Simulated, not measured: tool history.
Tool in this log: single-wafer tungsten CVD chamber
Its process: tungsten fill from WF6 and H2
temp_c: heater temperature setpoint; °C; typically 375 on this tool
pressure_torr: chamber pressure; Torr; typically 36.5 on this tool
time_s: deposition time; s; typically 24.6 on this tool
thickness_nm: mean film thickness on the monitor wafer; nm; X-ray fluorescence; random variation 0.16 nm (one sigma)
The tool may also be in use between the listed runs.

run	hour	temp_c	pressure_torr	time_s	read-back reference wafer on the same gauge, thickness_nm	thickness_nm
1	0.0	375	36.5	24.6	48.901	46.082
2	18.4	375	36.5	24.6	48.914	46.390
3	41.8	375	36.5	24.6	48.923	46.233
4	75.2	375	36.5	24.6	48.887	46.266
5	104.6	382	36.5	24.6	48.907	54.794
6	118.0	375	36.5	28.4	48.889	53.329
# hour 153.8: capacitance manometer re-zeroed and calibrated
# hour 157.4: thermocouple changed; heater temperature recalibrated
7	210.5	375	36.5	28.4	48.867	52.320
8	231.3	375	36.5	23.1	48.930	42.542
9	249.7	375	32.6	24.6	48.890	44.023
10	282.8	366	41.6	29.3	48.880	45.369
# hour 315.8: gauge calibrated
11	375.6	375	36.5	24.6	48.948	45.507
12	397.6	375	42.3	23.3	48.873	44.915
13	423.7	361	34.0	24.6	48.945	31.511
# hour 447.9: showerhead replaced
14	449.7	375	36.5	28.3	48.904	52.183
15	482.9	365	29.8	24.6	48.937	33.947
16	508.9	365	36.5	24.6	48.846	35.820
17	538.5	375	36.5	27.4	48.916	50.985
18	556.1	375	36.5	23.1	48.843	42.996
19	583.4	375	43.2	24.6	48.903	48.174
20	608.2	375	30.8	24.6	48.892	43.846
21	631.1	362	33.4	26.9	48.898	35.558
22	646.2	375	36.5	24.6	48.898	45.920
23	673.6	375	36.5	23.0	48.852	42.899
24	698.8	375	32.8	22.4	48.936	40.532
25	717.1	380	36.5	24.6	48.906	51.380
26	736.5	364	29.1	21.6	48.919	28.959
27	771.0	389	36.5	24.6	48.847	63.000
28	804.5	375	32.2	24.6	48.867	44.574
29	826.4	381	36.5	24.6	48.897	53.201
30	839.7	384	45.5	24.6	48.885	60.143
31	865.0	368	45.0	27.0	48.856	45.119
32	886.2	375	36.5	24.6	48.969	46.264
33	905.6	375	36.5	24.6	48.889	45.979
34	940.1	375	30.5	22.7	48.910	40.408

Same runs, no hidden state in the tool, same run-to-run variation:
Unlogged tool condition in this case: wafer temperature above the value expected at the setpoint (K); true pressure above the setpoint (%); gauge reads high (%).
run	thickness_nm
1	45.332
2	45.619
3	45.444
4	45.446
5	53.792
6	52.340
7	52.388
8	42.580
9	44.045
10	45.361
11	45.415
12	44.805
13	31.415
14	52.000
15	33.804
16	35.652
17	50.716
18	42.754
19	47.879
20	43.551
21	35.303
22	45.579
23	42.557
24	40.186
25	50.927
26	28.690
27	62.378
28	44.101
29	52.618
30	59.475
31	44.597
32	45.703
33	45.405
34	39.871
